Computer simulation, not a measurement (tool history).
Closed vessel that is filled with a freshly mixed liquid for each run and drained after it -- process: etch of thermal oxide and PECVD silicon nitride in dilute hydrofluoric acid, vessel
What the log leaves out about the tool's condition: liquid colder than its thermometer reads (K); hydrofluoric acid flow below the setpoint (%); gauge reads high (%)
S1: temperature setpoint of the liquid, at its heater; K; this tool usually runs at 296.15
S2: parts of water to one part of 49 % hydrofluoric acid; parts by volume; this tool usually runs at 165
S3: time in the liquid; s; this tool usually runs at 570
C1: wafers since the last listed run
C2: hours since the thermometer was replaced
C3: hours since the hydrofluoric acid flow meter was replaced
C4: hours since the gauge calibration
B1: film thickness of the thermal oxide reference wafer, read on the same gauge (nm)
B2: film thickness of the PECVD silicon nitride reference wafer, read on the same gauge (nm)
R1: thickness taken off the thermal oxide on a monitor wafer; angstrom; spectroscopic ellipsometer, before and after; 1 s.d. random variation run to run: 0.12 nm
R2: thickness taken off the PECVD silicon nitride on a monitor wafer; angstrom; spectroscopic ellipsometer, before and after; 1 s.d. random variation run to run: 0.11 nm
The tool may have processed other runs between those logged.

run	hour	S1	S2	S3	C1	C2	C3	C4	B1	B2	R1	R2
1	0	296.15	165	570	0	380.3	1323	244.2	89.99	99.98	139.7	119.7
# hour 24.9: hydrofluoric acid flow meter replaced
2	202.8	296.15	165	570	13721	583.1	177.9	447	89.99	99.97	129	112.6
3	280.6	296.15	165	570	5289	660.9	255.7	524.8	90	99.95	129.1	112.1
4	334.2	296.15	165	570	3644	714.5	309.3	578.4	89.99	99.97	127.7	114.4
5	441	296.15	90	455	7261	821.3	416.1	685.2	89.99	99.99	207.4	163.4
6	528.7	296.15	230	385	5963	909	503.8	772.9	90	99.99	56.6	54.4
# hour 537.6: hydrofluoric acid flow meter replaced, repeated, since the last time left the tool worse
7	626.9	296.15	165	570	6609	1007.2	89.3	871.1	90.01	99.99	147.3	129.1
8	705	296.15	165	570	5310	1085.3	167.4	949.2	89.99	100.03	145.5	129.1
# hour 719.3: thermometer replaced
9	764.5	300.65	225	750	3977	45.2	226.9	1008.7	90	100.03	156.6	163.3
10	819.4	296.15	100	710	3732	100.1	281.8	1063.6	90	99.97	329.2	262.7
11	875.2	296.15	210	570	3794	155.9	337.6	1119.4	90	100.03	110.3	98.4
12	947.6	296.15	210	570	4922	228.3	410	1191.8	90.02	99.99	107.8	99.1
13	1029.5	296.15	125	570	5568	310.2	491.9	1273.7	90.01	99.99	202.2	165
14	1077.4	300.65	115	570	3256	358.1	539.8	1321.6	89.99	100.07	266.5	239.1
15	1116.6	296.15	165	570	2665	397.3	579	1360.8	89.98	100.05	144.9	124.1
16	1220.3	293.65	95	780	7050	501	682.7	1464.5	89.99	100.05	336.5	247
17	1288.3	296.15	165	570	4623	569	750.7	1532.5	90.03	100.01	141.4	124.2
18	1340.6	301.15	230	375	3556	621.3	803	1584.8	89.99	100.01	75.1	78.6
19	1422.3	299.15	195	810	5555	703	884.7	1666.5	89.99	100.01	185.5	178.4
20	1519.8	296.15	165	570	6629	800.5	982.2	1764	90	100	141.1	120.9
21	1624.9	292.15	165	570	7146	905.6	1087.3	1869.1	89.99	99.98	119.6	93.5
22	1698.5	296.15	165	735	5004	979.2	1160.9	1942.7	90	100.03	178.6	155.2
23	1740.7	296.15	235	570	2869	1021.4	1203.1	1984.9	89.98	99.99	89.7	86.4
24	1799.1	296.15	125	570	3970	1079.8	1261.5	2043.3	90.01	99.98	192.1	159.1

5 ways to go on from here, each from the tool as it stands after run 24. What would each give?
A	1799.9	296.15	165	570	54	1080.6	1262.3	2044.1	?	?	?	?
B	1799.9	294.15	210	240	54	1080.6	1262.3	2044.1	?	?	?	?
C	1799.9	296.15	165	445	54	1080.6	1262.3	2044.1	?	?	?	?
D	1799.9	300.65	200	570	54	1080.6	1262.3	2044.1	?	?	?	?
E	1799.9	298.15	110	725	54	1080.6	1262.3	2044.1	?	?	?	?

run	B1	B2	R1	R2
A	90	99.93	136.6	119
B	90	99.93	39.9	34.8
C	90	99.93	106.6	92.9
D	90	99.93	127.3	130.2
E	90	99.93	301.1	257.2
Stripped of hidden state, with their random variation kept, the same runs would have yielded:
run	R1	R2
A	149.8	128.5
B	43.8	37.5
C	117	100.3
D	140.3	140.9
E	329.2	277.9
